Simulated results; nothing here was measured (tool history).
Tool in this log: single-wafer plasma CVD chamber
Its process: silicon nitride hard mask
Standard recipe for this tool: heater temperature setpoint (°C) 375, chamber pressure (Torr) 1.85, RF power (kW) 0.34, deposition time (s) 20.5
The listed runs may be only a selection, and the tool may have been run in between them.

run    hour  heater temperature setpoint (°C)  chamber pressure (Torr)  RF power (kW)  deposition time (s)  wafers since the last listed run  hours since the last thermocouple change  hours since the last RF generator calibration  hours since the last manometer calibration  hours since the showerhead was replaced  hours since the gauge calibration  read-back reference wafer on the same gauge, thickness_nm  mean film thickness on the monitor wafer (Å)
  1       0                               375                     1.85           0.34                 22.5                                 0                                    1855.3                                         1157.1                                       358.2                                   3040.1                              966.4                                                     29.804                                        310.57
  2    91.5                               375                     1.85           0.34                 20.5                              2093                                    1946.8                                         1248.6                                       449.7                                   3131.6                             1057.9                                                     29.844                                         279.2
      108.3  -- thermocouple changed; heater temperature recalibrated
  3   287.5                               375                     1.85           0.34                 20.5                              4301                                     179.2                                         1444.6                                       645.7                                   3327.6                             1253.9                                                     29.822                                        279.25
  4   339.8                               375                     1.85          0.375                 20.5                              1196                                     231.5                                         1496.9                                         698                                   3379.9                             1306.2                                                     29.784                                        294.46
  5   445.3                               375                     1.85           0.34                 20.5                              2413                                       337                                         1602.4                                       803.5                                   3485.4                             1411.7                                                     29.736                                        283.36
  6   552.6                               375                     1.85           0.34                 20.5                              2454                                     444.3                                         1709.7                                       910.8                                   3592.7                               1519                                                     29.793                                        285.48
  7   656.7                               375                     1.85           0.34                 17.3                              2381                                     548.4                                         1813.8                                      1014.9                                   3696.8                             1623.1                                                     29.775                                        240.37
  8   709.7                               375                     1.85           0.34                 17.3                              1212                                     601.4                                         1866.8                                      1067.9                                   3749.8                             1676.1                                                     29.767                                        240.95
  9   811.6                               375                     1.85           0.34                 17.3                              2331                                     703.3                                         1968.7                                      1169.8                                   3851.7                               1778                                                     29.756                                        237.85
 10   867.2                               382                     1.85           0.34                   23                              1272                                     758.9                                         2024.3                                      1225.4                                   3907.3                             1833.6                                                     29.803                                        319.95
      948.4  -- RF generator calibrated
 11     988                               382                     1.85           0.34                   23                              2580                                     879.7                                           39.6                                      1346.2                                   4028.1                             1954.4                                                     29.813                                        314.25
     1067.9  -- showerhead replaced
     1095.8  -- capacitance manometer re-zeroed and calibrated
     1129.6  -- gauge calibrated
 12  1180.1                               382                     1.85           0.34                   23                              4029                                    1071.8                                          231.7                                        84.3                                    112.2                               50.5                                                     29.857                                           312
 13  1294.1                               375                     1.85           0.34                 20.5                              2608                                    1185.8                                          345.7                                       198.3                                    226.2                              164.5                                                     29.806                                        282.12
 14  1394.4                               375                     1.85          0.305                 20.5                              2294                                    1286.1                                            446                                       298.6                                    326.5                              264.8                                                     29.764                                         267.6
 15  1484.5                               375                     1.72           0.34                 17.5                              2061                                    1376.2                                          536.1                                       388.7                                    416.6                              354.9                                                     29.794                                        239.31
 16  1554.2                               385                     1.59           0.38                 18.7                              1594                                    1445.9                                          605.8                                       458.4                                    486.3                              424.6                                                     29.754                                        263.59
 17    1634                               381                     2.22           0.34                 20.5                              1825                                    1525.7                                          685.6                                       538.2                                    566.1                              504.4                                                     29.774                                        295.03
 18  1700.2                               375                     2.23          0.395                   19                              1514                                    1591.9                                          751.8                                       604.4                                    632.3                              570.6                                                     29.831                                        296.06
 19  1790.1                               375                     1.48          0.405                 19.4                              2056                                    1681.8                                          841.7                                       694.3                                    722.2                              660.5                                                     29.809                                           276
     1829.7  -- thermocouple changed; heater temperature recalibrated
 20  1885.5                               375                     1.85           0.34                 20.5                              1999                                      55.8                                          937.1                                       789.7                                    817.6                              755.9                                                      29.88                                        283.89
 21  1944.4                               375                     1.51           0.34                 20.5                              1347                                     114.7                                            996                                       848.6                                    876.5                              814.8                                                      29.82                                        271.39
 22  1986.4                               375                     1.85          0.365                 20.5                               960                                     156.7                                           1038                                       890.6                                    918.5                              856.8                                                     29.821                                        294.99
 23  2070.9                               375                     1.85           0.34                 20.5                              1933                                     241.2                                         1122.5                                       975.1                                     1003                              941.3                                                     29.809                                        280.85
 24  2107.5                               386                     2.04           0.34                 20.5                               837                                     277.8                                         1159.1                                      1011.7                                   1039.6                              977.9                                                     29.865                                        288.57

What will run 25 give?
 25  2147.6                               375                     1.85           0.34                 20.5                               917                                     317.9                                         1199.2                                      1051.8                                   1079.7                               1018                                                          ?                                             ?

Run 25 produced read-back reference wafer on the same gauge, thickness_nm 29.793, mean film thickness on the monitor wafer (Å) 285.5.
The same run, on a tool lacking any hidden state, would have yielded mean film thickness on the monitor wafer (Å) 285.5.

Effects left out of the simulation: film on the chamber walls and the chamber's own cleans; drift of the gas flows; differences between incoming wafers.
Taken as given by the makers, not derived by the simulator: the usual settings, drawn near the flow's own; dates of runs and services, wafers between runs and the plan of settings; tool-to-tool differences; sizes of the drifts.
